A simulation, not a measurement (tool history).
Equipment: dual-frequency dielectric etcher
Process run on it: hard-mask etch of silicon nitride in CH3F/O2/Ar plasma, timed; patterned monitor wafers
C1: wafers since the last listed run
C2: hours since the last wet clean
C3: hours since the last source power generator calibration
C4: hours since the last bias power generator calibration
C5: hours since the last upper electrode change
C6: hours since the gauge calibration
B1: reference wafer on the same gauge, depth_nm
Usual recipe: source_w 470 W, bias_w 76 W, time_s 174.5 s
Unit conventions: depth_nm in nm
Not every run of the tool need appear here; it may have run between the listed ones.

run 1 hour=0.0 | source_w=470 bias_w=71 time_s=174.5 | C1=0 C2=173.4 C3=2583.2 C4=1893.6 C5=5239.6 C6=244.6 | B1=145.3 | depth_nm=124.7
run 2 hour=14.6 | source_w=470 bias_w=71 time_s=174.5 | C1=83 C2=188.0 C3=2597.8 C4=1908.2 C5=5254.2 C6=259.2 | B1=144.9 | depth_nm=124.4
-- hour=42.5 gauge calibrated
run 3 hour=91.8 | source_w=410 bias_w=76 time_s=209.0 | C1=440 C2=265.2 C3=2675.0 C4=1985.4 C5=5331.4 C6=49.3 | B1=145.0 | depth_nm=143.5
run 4 hour=119.7 | source_w=410 bias_w=76 time_s=209.0 | C1=159 C2=293.1 C3=2702.9 C4=2013.3 C5=5359.3 C6=77.2 | B1=144.9 | depth_nm=142.4
run 5 hour=149.7 | source_w=470 bias_w=76 time_s=174.5 | C1=171 C2=323.1 C3=2732.9 C4=2043.3 C5=5389.3 C6=107.2 | B1=145.0 | depth_nm=124.7
-- hour=204.1 wet clean of the chamber
run 6 hour=204.6 | source_w=470 bias_w=76 time_s=174.5 | C1=176 C2=0.5 C3=2787.8 C4=2098.2 C5=5444.2 C6=162.1 | B1=145.3 | depth_nm=130.2
run 7 hour=213.8 | source_w=470 bias_w=76 time_s=174.5 | C1=52 C2=9.7 C3=2797.0 C4=2107.4 C5=5453.4 C6=171.3 | B1=144.7 | depth_nm=130.5
-- hour=228.9 source power generator calibrated
run 8 hour=230.9 | source_w=470 bias_w=76 time_s=174.5 | C1=74 C2=26.8 C3=2.0 C4=2124.5 C5=5470.5 C6=188.4 | B1=144.9 | depth_nm=130.3
-- hour=252.5 bias power generator calibrated
run 9 hour=258.3 | source_w=470 bias_w=76 time_s=174.5 | C1=133 C2=54.2 C3=29.4 C4=5.8 C5=5497.9 C6=215.8 | B1=144.9 | depth_nm=129.5
-- hour=276.6 gauge calibrated
-- hour=289.1 upper electrode replaced, of another model than before
run 10 hour=289.6 | source_w=590 bias_w=89 time_s=206.5 | C1=41 C2=85.5 C3=60.7 C4=37.1 C5=0.5 C6=13.0 | B1=145.2 | depth_nm=185.5
run 11 hour=319.2 | source_w=420 bias_w=68 time_s=218.5 | C1=168 C2=115.1 C3=90.3 C4=66.7 C5=30.1 C6=42.6 | B1=145.3 | depth_nm=144.7
run 12 hour=353.9 | source_w=470 bias_w=76 time_s=174.5 | C1=197 C2=149.8 C3=125.0 C4=101.4 C5=64.8 C6=77.3 | B1=145.0 | depth_nm=127.4
run 13 hour=389.2 | source_w=520 bias_w=90 time_s=140.0 | C1=201 C2=185.1 C3=160.3 C4=136.7 C5=100.1 C6=112.6 | B1=144.9 | depth_nm=117.1
run 14 hour=408.9 | source_w=470 bias_w=57 time_s=143.0 | C1=112 C2=204.8 C3=180.0 C4=156.4 C5=119.8 C6=132.3 | B1=145.0 | depth_nm=88.8
run 15 hour=433.1 | source_w=470 bias_w=76 time_s=174.5 | C1=137 C2=229.0 C3=204.2 C4=180.6 C5=144.0 C6=156.5 | B1=144.5 | depth_nm=127.5
run 16 hour=457.7 | source_w=430 bias_w=84 time_s=135.0 | C1=140 C2=253.6 C3=228.8 C4=205.2 C5=168.6 C6=181.1 | B1=145.0 | depth_nm=98.5
run 17 hour=471.6 | source_w=470 bias_w=84 time_s=174.5 | C1=79 C2=267.5 C3=242.7 C4=219.1 C5=182.5 C6=195.0 | B1=145.3 | depth_nm=132.4

Run 18 is up next; what results do you expect?
run 18 hour=492.4 | source_w=520 bias_w=76 time_s=174.5 | C1=118 C2=288.3 C3=263.5 C4=239.9 C5=203.3 C6=215.8 | B1=? | depth_nm=?

Run 18 gave B1 145.1, depth_nm 133.8 nm.
If the tool had no hidden condition, the same run with the same run-to-run variation would have returned depth_nm 138.5 nm.
